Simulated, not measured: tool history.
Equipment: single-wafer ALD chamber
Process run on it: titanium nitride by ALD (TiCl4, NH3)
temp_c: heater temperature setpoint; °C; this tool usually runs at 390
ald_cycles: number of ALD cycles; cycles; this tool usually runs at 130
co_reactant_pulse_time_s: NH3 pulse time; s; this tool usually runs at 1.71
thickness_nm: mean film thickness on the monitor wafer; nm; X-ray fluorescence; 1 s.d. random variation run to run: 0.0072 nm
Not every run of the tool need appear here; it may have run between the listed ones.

| run | hour | temp_c | ald_cycles | co_reactant_pulse_time_s | read-back reference wafer on the same gauge, thickness_nm | thickness_nm |
|---|---|---|---|---|---|---|
| 1 | 0.0 | 390 | 130 | 2.16 | 2.887 | 2.930 |
| 2 | 14.2 | 390 | 130 | 1.71 | 2.890 | 2.914 |
| 3 | 24.6 | 386 | 130 | 1.71 | 2.890 | 2.907 |
| 4 | 32.3 | 386 | 130 | 1.71 | 2.892 | 2.903 |
| 5 | 39.2 | 401 | 130 | 1.71 | 2.893 | 2.949 |
| 6 | 46.4 | 401 | 130 | 1.71 | 2.890 | 2.960 |
| 7 | 60.4 | 401 | 130 | 1.71 | 2.893 | 2.952 |
| 8 | 76.4 | 390 | 130 | 1.71 | 2.895 | 2.919 |
| 9 | 86.6 | 385 | 130 | 1.71 | 2.896 | 2.910 |
| 10 | 104.5 | 390 | 130 | 1.71 | 2.896 | 2.929 |
|  | 113.6 | showerhead replaced |
| 11 | 116.3 | 390 | 130 | 1.71 | 2.897 | 2.911 |
| 12 | 132.7 | 390 | 130 | 1.71 | 2.895 | 2.928 |
| 13 | 144.1 | 390 | 130 | 1.71 | 2.895 | 2.922 |
| 14 | 150.8 | 390 | 130 | 1.71 | 2.898 | 2.907 |
| 15 | 165.5 | 394 | 137 | 1.53 | 2.898 | 3.092 |
| 16 | 171.7 | 390 | 121 | 1.71 | 2.898 | 2.723 |
| 17 | 183.8 | 378 | 105 | 1.36 | 2.897 | 2.300 |
|  | 193.8 | gauge calibrated |
| 18 | 193.9 | 385 | 111 | 2.26 | 2.867 | 2.473 |
| 19 | 205.9 | 390 | 130 | 1.71 | 2.875 | 2.902 |
| 20 | 213.3 | 404 | 130 | 1.71 | 2.875 | 2.943 |
| 21 | 225.5 | 390 | 130 | 1.71 | 2.878 | 2.905 |
| 22 | 240.3 | 390 | 130 | 1.71 | 2.882 | 2.910 |
|  | 251.5 | thermocouple changed; heater temperature recalibrated |
| 23 | 254.9 | 399 | 130 | 1.21 | 2.885 | 2.905 |
| 24 | 264.7 | 390 | 130 | 2.25 | 2.887 | 2.928 |
| 25 | 278.5 | 394 | 137 | 1.71 | 2.887 | 3.096 |
| 26 | 298.0 | 390 | 130 | 1.23 | 2.890 | 2.886 |
| 27 | 307.8 | 390 | 130 | 1.92 | 2.891 | 2.922 |
| 28 | 314.0 | 390 | 151 | 1.71 | 2.890 | 3.394 |
| 29 | 325.1 | 380 | 105 | 1.05 | 2.893 | 2.285 |

4 options for the next run, each taken on its own from the tool as it stands now. Forecast them:
| A | 325.8 | 390 | 145 | 1.71 | ? | ? |
| B | 325.8 | 378 | 137 | 2.14 | ? | ? |
| C | 325.8 | 379 | 130 | 1.21 | ? | ? |
| D | 325.8 | 395 | 147 | 1.50 | ? | ? |

| run | read-back reference wafer on the same gauge, thickness_nm | thickness_nm |
|---|---|---|
| A | 2.892 | 3.248 |
| B | 2.892 | 3.052 |
| C | 2.892 | 2.832 |
| D | 2.892 | 3.299 |
Stripped of hidden state, with their random variation kept, the same runs would have yielded:
| run | thickness_nm |
|---|---|
| A | 3.222 |
| B | 3.028 |
| C | 2.810 |
| D | 3.273 |
